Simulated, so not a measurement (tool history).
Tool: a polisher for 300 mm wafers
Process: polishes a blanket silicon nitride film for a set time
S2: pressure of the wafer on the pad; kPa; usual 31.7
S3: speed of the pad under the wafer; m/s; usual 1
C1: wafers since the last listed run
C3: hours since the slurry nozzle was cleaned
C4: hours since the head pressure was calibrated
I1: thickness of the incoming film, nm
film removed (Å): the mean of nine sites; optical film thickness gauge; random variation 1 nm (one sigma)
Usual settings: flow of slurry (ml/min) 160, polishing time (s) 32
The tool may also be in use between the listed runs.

run 1 hour=0 | flow_of_slurry_(ml/min)=160 S2=31.7 S3=1 polishing_time_(s)=32 | C1=0 wafers_polished_on_this_pad=416 C3=543.3 C4=44.5 | I1=910.2 | film_removed_(Å)=831
run 2 hour=7.1 | flow_of_slurry_(ml/min)=160 S2=31.7 S3=1 polishing_time_(s)=32 | C1=87 wafers_polished_on_this_pad=504 C3=550.4 C4=51.6 | I1=912.4 | film_removed_(Å)=811
run 3 hour=24.1 | flow_of_slurry_(ml/min)=160 S2=34.5 S3=1 polishing_time_(s)=32 | C1=209 wafers_polished_on_this_pad=713 C3=567.4 C4=68.6 | I1=924.2 | film_removed_(Å)=879
run 4 hour=34 | flow_of_slurry_(ml/min)=160 S2=34.5 S3=1 polishing_time_(s)=32 | C1=121 wafers_polished_on_this_pad=835 C3=577.3 C4=78.5 | I1=912.9 | film_removed_(Å)=897
run 5 hour=49.3 | flow_of_slurry_(ml/min)=160 S2=24.1 S3=1 polishing_time_(s)=32 | C1=188 wafers_polished_on_this_pad=1023 C3=592.6 C4=93.8 | I1=918.2 | film_removed_(Å)=636
run 6 hour=56.9 | flow_of_slurry_(ml/min)=160 S2=31.7 S3=1 polishing_time_(s)=32 | C1=93 wafers_polished_on_this_pad=1117 C3=600.2 C4=101.4 | I1=941.3 | film_removed_(Å)=832
run 7 hour=73.6 | flow_of_slurry_(ml/min)=160 S2=31.7 S3=1 polishing_time_(s)=32 | C1=205 wafers_polished_on_this_pad=1323 C3=616.9 C4=118.1 | I1=916.3 | film_removed_(Å)=812
-- hour=86 worn pad replaced by a new one
run 8 hour=86.5 | flow_of_slurry_(ml/min)=160 S2=31.7 S3=1 polishing_time_(s)=32 | C1=109 wafers_polished_on_this_pad=5 C3=629.8 C4=131 | I1=928.7 | film_removed_(Å)=819
run 9 hour=98.4 | flow_of_slurry_(ml/min)=160 S2=31.7 S3=1 polishing_time_(s)=28 | C1=146 wafers_polished_on_this_pad=152 C3=641.7 C4=142.9 | I1=919.3 | film_removed_(Å)=701
run 10 hour=109.4 | flow_of_slurry_(ml/min)=160 S2=31.7 S3=1 polishing_time_(s)=32 | C1=135 wafers_polished_on_this_pad=287 C3=652.7 C4=153.9 | I1=938.2 | film_removed_(Å)=792
run 11 hour=115.6 | flow_of_slurry_(ml/min)=160 S2=31.7 S3=1 polishing_time_(s)=32 | C1=76 wafers_polished_on_this_pad=363 C3=658.9 C4=160.1 | I1=922.2 | film_removed_(Å)=779
run 12 hour=130.8 | flow_of_slurry_(ml/min)=160 S2=31.7 S3=1 polishing_time_(s)=32 | C1=187 wafers_polished_on_this_pad=551 C3=674.1 C4=175.3 | I1=909.2 | film_removed_(Å)=797
run 13 hour=140.9 | flow_of_slurry_(ml/min)=160 S2=31.7 S3=1 polishing_time_(s)=32 | C1=124 wafers_polished_on_this_pad=675 C3=684.2 C4=185.4 | I1=923.4 | film_removed_(Å)=783
run 14 hour=153.7 | flow_of_slurry_(ml/min)=160 S2=31.7 S3=1 polishing_time_(s)=32 | C1=157 wafers_polished_on_this_pad=833 C3=697 C4=198.2 | I1=921.7 | film_removed_(Å)=796
run 15 hour=167.2 | flow_of_slurry_(ml/min)=105 S2=31.7 S3=1 polishing_time_(s)=42 | C1=166 wafers_polished_on_this_pad=999 C3=710.5 C4=211.7 | I1=919.8 | film_removed_(Å)=925
run 16 hour=185.1 | flow_of_slurry_(ml/min)=125 S2=31.7 S3=1 polishing_time_(s)=25 | C1=220 wafers_polished_on_this_pad=1219 C3=728.4 C4=229.6 | I1=931.2 | film_removed_(Å)=570
-- hour=199 slurry nozzle cleaned
run 17 hour=202.6 | flow_of_slurry_(ml/min)=160 S2=31.7 S3=1 polishing_time_(s)=32 | C1=203 wafers_polished_on_this_pad=1422 C3=3.6 C4=247.1 | I1=920.6 | film_removed_(Å)=857
run 18 hour=211.9 | flow_of_slurry_(ml/min)=135 S2=31.7 S3=1 polishing_time_(s)=32 | C1=114 wafers_polished_on_this_pad=1537 C3=12.9 C4=256.4 | I1=925.8 | film_removed_(Å)=832
-- hour=220 worn pad replaced by a new one
run 19 hour=221.4 | flow_of_slurry_(ml/min)=160 S2=31.7 S3=1 polishing_time_(s)=32 | C1=67 wafers_polished_on_this_pad=17 C3=22.4 C4=265.9 | I1=903.9 | film_removed_(Å)=845
run 20 hour=234.5 | flow_of_slurry_(ml/min)=160 S2=31.7 S3=1 polishing_time_(s)=24 | C1=161 wafers_polished_on_this_pad=178 C3=35.5 C4=279 | I1=914.7 | film_removed_(Å)=645
run 21 hour=248.5 | flow_of_slurry_(ml/min)=160 S2=31.7 S3=1.12 polishing_time_(s)=38 | C1=172 wafers_polished_on_this_pad=350 C3=49.5 C4=293 | I1=922.4 | film_removed_(Å)=1107
run 22 hour=260 | flow_of_slurry_(ml/min)=160 S2=31.7 S3=1 polishing_time_(s)=32 | C1=141 wafers_polished_on_this_pad=492 C3=61 C4=304.5 | I1=912.7 | film_removed_(Å)=851
run 23 hour=306.2 | flow_of_slurry_(ml/min)=160 S2=35.2 S3=1 polishing_time_(s)=32 | C1=568 wafers_polished_on_this_pad=1061 C3=107.2 C4=350.7 | I1=920.4 | film_removed_(Å)=944
run 24 hour=312.8 | flow_of_slurry_(ml/min)=160 S2=31.7 S3=1 polishing_time_(s)=32 | C1=81 wafers_polished_on_this_pad=1142 C3=113.8 C4=357.3 | I1=924.8 | film_removed_(Å)=844
run 25 hour=321.8 | flow_of_slurry_(ml/min)=160 S2=31.7 S3=1 polishing_time_(s)=32 | C1=110 wafers_polished_on_this_pad=1253 C3=122.8 C4=366.3 | I1=913.9 | film_removed_(Å)=861
-- hour=326.5 worn pad replaced by a new one
-- hour=328.2 head pressure recalibrated
run 26 hour=336.5 | flow_of_slurry_(ml/min)=160 S2=31.7 S3=1 polishing_time_(s)=32 | C1=110 wafers_polished_on_this_pad=101 C3=137.5 C4=8.3 | I1=910 | film_removed_(Å)=866
run 27 hour=345.7 | flow_of_slurry_(ml/min)=160 S2=31.7 S3=1 polishing_time_(s)=32 | C1=113 wafers_polished_on_this_pad=215 C3=146.7 C4=17.5 | I1=932.1 | film_removed_(Å)=862
run 28 hour=358.7 | flow_of_slurry_(ml/min)=160 S2=31.7 S3=1.26 polishing_time_(s)=41 | C1=160 wafers_polished_on_this_pad=375 C3=159.7 C4=30.5 | I1=920.4 | film_removed_(Å)=1328
run 29 hour=371.4 | flow_of_slurry_(ml/min)=215 S2=31.7 S3=1 polishing_time_(s)=40 | C1=156 wafers_polished_on_this_pad=531 C3=172.4 C4=43.2 | I1=909.3 | film_removed_(Å)=1124
run 30 hour=383.2 | flow_of_slurry_(ml/min)=160 S2=37.2 S3=1.12 polishing_time_(s)=23 | C1=145 wafers_polished_on_this_pad=676 C3=184.2 C4=55 | I1=925.1 | film_removed_(Å)=787
run 31 hour=393.7 | flow_of_slurry_(ml/min)=160 S2=31.7 S3=1 polishing_time_(s)=32 | C1=129 wafers_polished_on_this_pad=806 C3=194.7 C4=65.5 | I1=902 | film_removed_(Å)=855
run 32 hour=405.5 | flow_of_slurry_(ml/min)=160 S2=31.7 S3=0.7 polishing_time_(s)=32 | C1=145 wafers_polished_on_this_pad=951 C3=206.5 C4=77.3 | I1=926.1 | film_removed_(Å)=657
run 33 hour=414.5 | flow_of_slurry_(ml/min)=180 S2=39.3 S3=0.9 polishing_time_(s)=32 | C1=110 wafers_polished_on_this_pad=1062 C3=215.5 C4=86.3 | I1=922.5 | film_removed_(Å)=977
-- hour=432.8 worn pad replaced by a new one
run 34 hour=464.2 | flow_of_slurry_(ml/min)=160 S2=31.7 S3=0.82 polishing_time_(s)=32 | C1=562 wafers_polished_on_this_pad=387 C3=265.2 C4=136 | I1=922 | film_removed_(Å)=721
run 35 hour=478.6 | flow_of_slurry_(ml/min)=125 S2=31.7 S3=1.34 polishing_time_(s)=32 | C1=177 wafers_polished_on_this_pad=564 C3=279.6 C4=150.4 | I1=913.3 | film_removed_(Å)=1020
run 36 hour=485.5 | flow_of_slurry_(ml/min)=160 S2=31.7 S3=1 polishing_time_(s)=32 | C1=84 wafers_polished_on_this_pad=649 C3=286.5 C4=157.3 | I1=918 | film_removed_(Å)=843
run 37 hour=499 | flow_of_slurry_(ml/min)=190 S2=36.5 S3=1.2 polishing_time_(s)=32 | C1=166 wafers_polished_on_this_pad=815 C3=300 C4=170.8 | I1=927.7 | film_removed_(Å)=1146

Forecast each of these 4 alternatives for the next run:
run A hour=499.4 | flow_of_slurry_(ml/min)=160 S2=31.7 S3=1 polishing_time_(s)=32 | C1=4 wafers_polished_on_this_pad=820 C3=300.4 C4=171.2 | I1=905.4 | film_removed_(Å)=?
run B hour=499.4 | flow_of_slurry_(ml/min)=135 S2=37.2 S3=1 polishing_time_(s)=32 | C1=4 wafers_polished_on_this_pad=820 C3=300.4 C4=171.2 | I1=905.4 | film_removed_(Å)=?
run C hour=499.4 | flow_of_slurry_(ml/min)=185 S2=31.7 S3=0.88 polishing_time_(s)=32 | C1=4 wafers_polished_on_this_pad=820 C3=300.4 C4=171.2 | I1=905.4 | film_removed_(Å)=?
run D hour=499.4 | flow_of_slurry_(ml/min)=130 S2=31.7 S3=0.66 polishing_time_(s)=32 | C1=4 wafers_polished_on_this_pad=820 C3=300.4 C4=171.2 | I1=905.4 | film_removed_(Å)=?

run=A film_removed_(Å)=845
run=B film_removed_(Å)=962
run=C film_removed_(Å)=781
run=D film_removed_(Å)=597
Without the tool's hidden state the same runs would have given:
run=A film_removed_(Å)=855
run=B film_removed_(Å)=975
run=C film_removed_(Å)=790
run=D film_removed_(Å)=606
